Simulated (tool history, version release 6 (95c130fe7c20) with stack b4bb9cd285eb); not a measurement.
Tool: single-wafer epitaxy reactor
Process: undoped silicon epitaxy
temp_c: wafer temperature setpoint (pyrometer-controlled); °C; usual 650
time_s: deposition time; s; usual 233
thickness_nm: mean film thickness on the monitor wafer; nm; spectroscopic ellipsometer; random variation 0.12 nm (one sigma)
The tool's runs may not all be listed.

run	day	temp_c	time_s	read-back reference wafer on the same gauge, thickness_nm	thickness_nm
1	0.000	650	233	44.300	35.450
2	0.704	650	233	44.305	35.471
3	1.046	650	233	44.314	35.549
4	2.888	650	233	44.306	35.168
5	3.579	650	233	44.291	35.213
6	4.317	650	233	44.269	35.132
7	4.625	650	233	44.294	35.137
8	4.962	650	233	44.324	35.152
9	5.279	650	233	44.320	35.164
10	5.671	650	233	44.315	35.208
11	6.333	650	233	44.308	35.121
# day 7.171: pyrometer calibrated
12	7.192	650	233	44.281	38.647
13	7.350	650	233	44.313	38.482
14	8.088	650	233	44.306	38.504
15	8.867	659	233	44.313	45.642
16	9.496	650	233	44.286	38.424
17	11.550	650	233	44.317	38.278
18	12.192	661	187	44.287	37.745
19	12.717	644	272	44.344	39.608
20	12.983	641	267	44.340	36.819
# day 13.188: gauge calibrated
21	13.579	650	233	44.314	38.014
22	14.046	650	233	44.312	38.304
23	14.708	656	248	44.318	45.522
24	15.417	650	233	44.286	38.162
25	16.121	650	233	44.294	38.173
26	17.958	638	233	44.310	30.238
27	18.442	638	201	44.294	25.913
28	18.750	665	259	44.301	56.514
29	19.329	639	214	44.292	28.069
30	19.858	650	233	44.295	37.879
31	20.146	643	233	44.319	33.137
32	20.550	650	221	44.312	35.910
33	21.092	650	233	44.298	37.661
34	21.579	639	214	44.269	28.113
35	21.917	657	233	44.296	43.352

The same runs without the tool's hidden state, with the same run-to-run variation:
The hidden state here: wafer temperature above the value expected at the setpoint (K); gauge reads high (%).
run	thickness_nm
1	38.739
2	38.798
3	38.901
4	38.576
5	38.661
6	38.610
7	38.631
8	38.665
9	38.694
10	38.763
11	38.701
12	38.773
13	38.616
14	38.675
15	45.888
16	38.666
17	38.623
18	38.109
19	40.031
20	37.228
21	38.458
22	38.775
23	46.116
24	38.701
25	38.748
26	30.780
27	26.394
28	57.533
29	28.624
30	38.638
31	33.823
32	36.663
33	38.477
34	28.754
35	44.326
